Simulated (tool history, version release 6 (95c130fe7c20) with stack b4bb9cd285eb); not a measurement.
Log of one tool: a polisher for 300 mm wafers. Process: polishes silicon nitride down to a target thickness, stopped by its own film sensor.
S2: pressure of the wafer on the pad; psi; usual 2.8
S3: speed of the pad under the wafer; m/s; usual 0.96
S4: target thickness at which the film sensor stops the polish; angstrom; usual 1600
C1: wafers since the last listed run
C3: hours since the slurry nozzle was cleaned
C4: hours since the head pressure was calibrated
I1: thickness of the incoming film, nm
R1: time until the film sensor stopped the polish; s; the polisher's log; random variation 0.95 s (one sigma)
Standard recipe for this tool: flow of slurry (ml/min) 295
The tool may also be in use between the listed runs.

run 1 hour=0 | flow_of_slurry_(ml/min)=295 S2=2.8 S3=0.96 S4=1600 | C1=0 wafers_polished_on_this_pad=672 C3=438.7 C4=874.5 | I1=269.3 | R1=82.4
-- hour=18.3 worn pad replaced by a new one
run 2 hour=18.8 | flow_of_slurry_(ml/min)=295 S2=2.8 S3=0.96 S4=1600 | C1=149 wafers_polished_on_this_pad=5 C3=457.5 C4=893.3 | I1=264.1 | R1=74.8
run 3 hour=25.8 | flow_of_slurry_(ml/min)=295 S2=2.4 S3=0.96 S4=1600 | C1=70 wafers_polished_on_this_pad=75 C3=464.5 C4=900.3 | I1=274.2 | R1=95.4
run 4 hour=36.6 | flow_of_slurry_(ml/min)=295 S2=2.4 S3=0.96 S4=1600 | C1=108 wafers_polished_on_this_pad=184 C3=475.3 C4=911.1 | I1=264.2 | R1=89.8
run 5 hour=51.3 | flow_of_slurry_(ml/min)=295 S2=2.4 S3=0.96 S4=1600 | C1=148 wafers_polished_on_this_pad=332 C3=490 C4=925.8 | I1=266.7 | R1=91.7
-- hour=57.2 head pressure recalibrated
run 6 hour=61.9 | flow_of_slurry_(ml/min)=295 S2=2.8 S3=0.96 S4=1600 | C1=86 wafers_polished_on_this_pad=419 C3=500.6 C4=4.7 | I1=270.7 | R1=81.6
run 7 hour=71.6 | flow_of_slurry_(ml/min)=295 S2=2.8 S3=0.96 S4=1600 | C1=97 wafers_polished_on_this_pad=516 C3=510.3 C4=14.4 | I1=267.6 | R1=79.2
run 8 hour=79.8 | flow_of_slurry_(ml/min)=295 S2=2.8 S3=1.06 S4=1600 | C1=82 wafers_polished_on_this_pad=599 C3=518.5 C4=22.6 | I1=274.5 | R1=80.7
run 9 hour=87.9 | flow_of_slurry_(ml/min)=375 S2=2 S3=0.96 S4=1320 | C1=81 wafers_polished_on_this_pad=681 C3=526.6 C4=30.7 | I1=270.6 | R1=145.5
-- hour=94.5 worn pad replaced by a new one
run 10 hour=104.8 | flow_of_slurry_(ml/min)=250 S2=2.8 S3=0.96 S4=1600 | C1=129 wafers_polished_on_this_pad=103 C3=543.5 C4=47.6 | I1=269 | R1=80
run 11 hour=114.9 | flow_of_slurry_(ml/min)=295 S2=2.8 S3=0.96 S4=1600 | C1=101 wafers_polished_on_this_pad=205 C3=553.6 C4=57.7 | I1=266.3 | R1=77
run 12 hour=127.2 | flow_of_slurry_(ml/min)=245 S2=3.5 S3=0.96 S4=1600 | C1=123 wafers_polished_on_this_pad=329 C3=565.9 C4=70 | I1=271 | R1=67
-- hour=130.7 slurry nozzle cleaned
run 13 hour=140.1 | flow_of_slurry_(ml/min)=295 S2=2.8 S3=0.96 S4=1600 | C1=119 wafers_polished_on_this_pad=448 C3=9.4 C4=82.9 | I1=274.9 | R1=85.1
run 14 hour=154.8 | flow_of_slurry_(ml/min)=345 S2=2.8 S3=0.96 S4=1920 | C1=148 wafers_polished_on_this_pad=597 C3=24.1 C4=97.6 | I1=272.8 | R1=61.6
run 15 hour=168.1 | flow_of_slurry_(ml/min)=375 S2=3.4 S3=0.96 S4=1920 | C1=133 wafers_polished_on_this_pad=731 C3=37.4 C4=110.9 | I1=266.4 | R1=45.5
-- hour=176.8 worn pad replaced by a new one
run 16 hour=177.3 | flow_of_slurry_(ml/min)=295 S2=2.8 S3=0.96 S4=1600 | C1=52 wafers_polished_on_this_pad=5 C3=46.6 C4=120.1 | I1=264.8 | R1=76.1

Results per run with the tool's hidden condition removed, run-to-run variation unchanged:
The tool's hidden condition here consists of: removal rate lost through wear of the pad, %; slurry flow missing at the pad, %; deviation of the head's pressure from its setpoint, %.
run=1 R1=78.1
run=2 R1=74.4
run=3 R1=94.4
run=4 R1=88.2
run=5 R1=89.1
run=6 R1=78.7
run=7 R1=75.8
run=8 R1=76.7
run=9 R1=137.6
run=10 R1=79.1
run=11 R1=75.6
run=12 R1=65.2
run=13 R1=82
run=14 R1=58.7
run=15 R1=42.9
run=16 R1=76.1

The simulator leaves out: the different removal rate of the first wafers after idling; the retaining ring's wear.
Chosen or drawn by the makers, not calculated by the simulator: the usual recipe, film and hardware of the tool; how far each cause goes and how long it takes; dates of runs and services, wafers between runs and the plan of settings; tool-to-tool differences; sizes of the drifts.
